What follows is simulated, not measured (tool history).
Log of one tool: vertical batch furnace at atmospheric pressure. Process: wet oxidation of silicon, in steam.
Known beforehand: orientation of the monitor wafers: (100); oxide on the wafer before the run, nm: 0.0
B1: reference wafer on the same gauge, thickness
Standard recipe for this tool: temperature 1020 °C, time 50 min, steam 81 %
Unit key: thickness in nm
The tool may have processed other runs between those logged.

{"run": 1, "hour": 0.0, "temperature": 1020, "time": 50, "steam": 81, "B1": 383.14, "thickness": 378.93}
{"run": 2, "hour": 23.6, "temperature": 1037, "time": 50, "steam": 81, "B1": 383.02, "thickness": 423.76}
{"run": 3, "hour": 56.7, "temperature": 1020, "time": 50, "steam": 90, "B1": 382.76, "thickness": 408.03}
{"run": 4, "hour": 77.3, "temperature": 1020, "time": 50, "steam": 90, "B1": 382.99, "thickness": 406.56}
{"run": 5, "hour": 91.3, "temperature": 1020, "time": 50, "steam": 90, "B1": 382.75, "thickness": 405.72}
{"run": 6, "hour": 116.7, "temperature": 1020, "time": 50, "steam": 81, "B1": 382.96, "thickness": 378.94}
{"run": 7, "hour": 152.0, "temperature": 1020, "time": 38.5, "steam": 81, "B1": 382.77, "thickness": 317.97}
{"run": 8, "hour": 165.1, "temperature": 1020, "time": 38.5, "steam": 81, "B1": 382.69, "thickness": 316.11}
{"run": 9, "hour": 268.2, "temperature": 1020, "time": 38.5, "steam": 81, "B1": 383.08, "thickness": 317.23}
{"run": 10, "hour": 294.6, "temperature": 1020, "time": 50, "steam": 81, "B1": 382.86, "thickness": 379.64}
{"hour": 350.4, "done": "steam generator serviced"}
{"run": 11, "hour": 350.9, "temperature": 1031, "time": 50, "steam": 81, "B1": 382.83, "thickness": 407.79}
{"run": 12, "hour": 355.1, "temperature": 1031, "time": 50, "steam": 81, "B1": 383.03, "thickness": 408.61}
{"run": 13, "hour": 362.4, "temperature": 1031, "time": 50, "steam": 81, "B1": 383.1, "thickness": 407.68}
{"run": 14, "hour": 387.4, "temperature": 1020, "time": 50, "steam": 81, "B1": 382.87, "thickness": 378.88}
{"run": 15, "hour": 409.7, "temperature": 1020, "time": 50, "steam": 81, "B1": 382.92, "thickness": 379.67}
{"hour": 410.9, "done": "gauge calibrated"}
{"run": 16, "hour": 445.7, "temperature": 1020, "time": 50, "steam": 81, "B1": 382.83, "thickness": 379.99}
{"run": 17, "hour": 494.7, "temperature": 1020, "time": 50, "steam": 81, "B1": 383.12, "thickness": 379.41}
{"run": 18, "hour": 528.4, "temperature": 1020, "time": 50, "steam": 81, "B1": 383.25, "thickness": 378.68}
{"run": 19, "hour": 557.8, "temperature": 1002, "time": 50, "steam": 81, "B1": 383.23, "thickness": 331.67}
{"run": 20, "hour": 584.1, "temperature": 1032, "time": 50, "steam": 75, "B1": 382.95, "thickness": 389.99}
{"run": 21, "hour": 619.5, "temperature": 1020, "time": 50, "steam": 81, "B1": 383.08, "thickness": 379.02}
{"run": 22, "hour": 650.0, "temperature": 1034, "time": 74, "steam": 81, "B1": 382.82, "thickness": 532.21}
{"run": 23, "hour": 730.3, "temperature": 1020, "time": 50, "steam": 90, "B1": 383.24, "thickness": 407.96}
{"run": 24, "hour": 746.3, "temperature": 1012, "time": 50, "steam": 81, "B1": 383.23, "thickness": 358.45}
{"run": 25, "hour": 761.4, "temperature": 1020, "time": 69, "steam": 81, "B1": 383.08, "thickness": 468.99}
{"run": 26, "hour": 774.5, "temperature": 1007, "time": 65.5, "steam": 81, "B1": 382.97, "thickness": 416.41}
{"hour": 804.1, "done": "thermocouples replaced and temperature profile calibrated"}
{"run": 27, "hour": 804.6, "temperature": 995, "time": 58, "steam": 81, "B1": 383.22, "thickness": 349.34}
{"run": 28, "hour": 810.4, "temperature": 996, "time": 71, "steam": 85, "B1": 383.2, "thickness": 419.53}
{"run": 29, "hour": 825.8, "temperature": 1020, "time": 50, "steam": 89, "B1": 382.65, "thickness": 404.64}
{"run": 30, "hour": 896.7, "temperature": 1020, "time": 27.5, "steam": 74, "B1": 383.38, "thickness": 233.31}
{"run": 31, "hour": 919.2, "temperature": 1020, "time": 50, "steam": 81, "B1": 382.91, "thickness": 379.02}
{"run": 32, "hour": 954.3, "temperature": 1044, "time": 50, "steam": 81, "B1": 382.79, "thickness": 442.47}
{"run": 33, "hour": 976.9, "temperature": 1005, "time": 39, "steam": 81, "B1": 382.83, "thickness": 285.51}
{"run": 34, "hour": 990.0, "temperature": 1020, "time": 50, "steam": 81, "B1": 382.97, "thickness": 379.45}
{"run": 35, "hour": 1017.8, "temperature": 996, "time": 71, "steam": 85, "B1": 382.92, "thickness": 419.31}
{"hour": 1039.3, "done": "gauge calibrated"}
{"run": 36, "hour": 1039.4, "temperature": 1011, "time": 50, "steam": 85, "B1": 383.2, "thickness": 367.04}
{"run": 37, "hour": 1054.2, "temperature": 999, "time": 50, "steam": 84, "B1": 383.1, "thickness": 331.47}
{"run": 38, "hour": 1074.2, "temperature": 1038, "time": 50, "steam": 81, "B1": 382.97, "thickness": 425.57}

Below are 4 alternative next runs, each starting from the tool's condition after run 38. Predict each:
{"run": "A", "hour": 1078.4, "temperature": 1020, "time": 50, "steam": 81, "B1": "?", "thickness": "?"}
{"run": "B", "hour": 1078.4, "temperature": 1020, "time": 39.5, "steam": 81, "B1": "?", "thickness": "?"}
{"run": "C", "hour": 1078.4, "temperature": 1041, "time": 42.5, "steam": 81, "B1": "?", "thickness": "?"}
{"run": "D", "hour": 1078.4, "temperature": 1029, "time": 50, "steam": 92, "B1": "?", "thickness": "?"}

run=A B1=383.02 thickness=377.73
run=B B1=383.02 thickness=321.58
run=C B1=383.02 thickness=389.4
run=D B1=383.02 thickness=435.98
Without the tool's hidden state the same runs would have given:
run=A thickness=377.73
run=B thickness=321.58
run=C thickness=389.4
run=D thickness=435.98
